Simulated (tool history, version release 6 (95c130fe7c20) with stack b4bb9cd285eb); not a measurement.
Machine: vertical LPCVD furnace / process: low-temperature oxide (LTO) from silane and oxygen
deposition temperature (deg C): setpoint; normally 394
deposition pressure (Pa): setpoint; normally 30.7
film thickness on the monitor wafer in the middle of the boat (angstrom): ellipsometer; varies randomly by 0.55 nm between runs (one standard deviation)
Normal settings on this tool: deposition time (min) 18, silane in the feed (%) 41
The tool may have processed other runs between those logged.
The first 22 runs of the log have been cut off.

run	hour	deposition temperature (deg C)	deposition pressure (Pa)	deposition time (min)	silane in the feed (%)	wafers since the last listed run	hours since the last temperature calibration	hours since the pressure gauge was zeroed	hours since the silane flow controller was replaced	hours since the gauge calibration	read-back reference wafer on the same gauge, thickness	film thickness on the monitor wafer in the middle of the boat (angstrom)
# hour 556.6: pressure gauge zeroed
23	557.1	400	27.3	24.5	45	61	503	0.5	470.7	494.9	150.01	2245.2
24	566.2	394	30.7	11	41	106	512.1	9.6	479.8	504	149.96	963.6
25	589.5	394	33.3	18	41	272	535.4	32.9	503.1	527.3	150.05	1708.7
26	621.4	390	30.7	18	41	372	567.3	64.8	535	559.2	149.77	1499.7
27	633.8	394	23.3	18	33	144	579.7	77.2	547.4	571.6	150.09	900.3
28	657.2	398	30.7	24.5	41	273	603.1	100.6	570.8	595	149.96	2224.7
29	686.5	387	26	15	38	342	632.4	129.9	600.1	624.3	149.88	926.1
30	720.5	384	30.7	18	41	397	666.4	163.9	634.1	658.3	150.02	1397.1
31	739.9	394	30.7	18	41	226	685.8	183.3	653.5	677.7	149.82	1559.8
32	763.1	400	37.3	23.5	33	271	709	206.5	676.7	700.9	149.84	2023.5

3 ways to go on from here, each from the tool as it stands after run 32. What would each give?
A	767.1	394	30.7	18	41	46	713	210.5	680.7	704.9	?	?
B	767.1	403	30.7	13.5	41	46	713	210.5	680.7	704.9	?	?
C	767.1	399	30.7	18	38	46	713	210.5	680.7	704.9	?	?

run	read-back reference wafer on the same gauge, thickness	film thickness on the monitor wafer in the middle of the boat (angstrom)
A	150.09	1566.6
B	150.09	1297.3
C	150.09	1510.5
Had the tool no hidden state, the same runs would have come out as:
run	film thickness on the monitor wafer in the middle of the boat (angstrom)
A	1571.3
B	1301.2
C	1515.1

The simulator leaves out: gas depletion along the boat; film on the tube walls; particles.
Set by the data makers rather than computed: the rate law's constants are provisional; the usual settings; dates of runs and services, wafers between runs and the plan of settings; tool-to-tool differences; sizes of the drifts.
